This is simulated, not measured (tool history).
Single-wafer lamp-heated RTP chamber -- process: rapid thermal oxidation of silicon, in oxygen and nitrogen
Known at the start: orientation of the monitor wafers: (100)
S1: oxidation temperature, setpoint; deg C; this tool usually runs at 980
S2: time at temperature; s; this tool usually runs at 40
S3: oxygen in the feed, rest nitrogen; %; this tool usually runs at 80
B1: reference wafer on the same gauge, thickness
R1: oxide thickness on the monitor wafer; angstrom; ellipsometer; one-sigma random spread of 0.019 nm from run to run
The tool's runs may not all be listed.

run	day	S1	S2	S3	B1	R1
1	0	980	32	80	4.275	39.35
2	1.225	980	40	80	4.286	43.05
3	2.183	980	40	80	4.278	43.66
4	3.388	980	40	80	4.273	44.14
# day 3.908: pyrometer window cleaned and pyrometer calibrated
5	4	980	40	80	4.287	41.24
6	5.042	980	40	61	4.283	37.76
7	6.504	980	40	61	4.279	37.77
8	7.971	980	40	61	4.289	38.27
# day 9.479: oxygen flow controller replaced
9	10.867	980	40	80	4.276	41.69
10	11.829	980	40	80	4.293	41.65
11	13.196	980	40	80	4.283	42.53
12	14.608	980	32	80	4.275	38.98
13	15.55	960	51	80	4.274	41.11
# day 16.75: gauge calibrated
# day 17.629: pyrometer window cleaned and pyrometer calibrated
14	17.971	965	58	68	4.271	40.84
15	19.117	980	23	66	4.28	31.9
16	19.979	951	40	64	4.28	32.16
17	21.067	1001	30	98	4.272	45.25
18	21.654	965	58	68	4.283	41.04
19	22.25	998	22	96	4.282	39.05
20	23.617	972	40	80	4.28	39.17

Hidden state, per run?
deviation of the oxygen flow from its setpoint, %: 0 on each run
gauge reads high (%): 0 on each run
H1: true wafer temperature minus pyrometer reading, K
run	H1
1	7
2	8.45
3	9.67
4	11.3
5	0.793
6	0.852
7	1.1
8	1.56
9	3.03
10	3.69
11	4.77
12	6.08
13	7.05
14	0.916
15	1.01
16	1.17
17	1.46
18	1.66
19	1.9
20	2.57

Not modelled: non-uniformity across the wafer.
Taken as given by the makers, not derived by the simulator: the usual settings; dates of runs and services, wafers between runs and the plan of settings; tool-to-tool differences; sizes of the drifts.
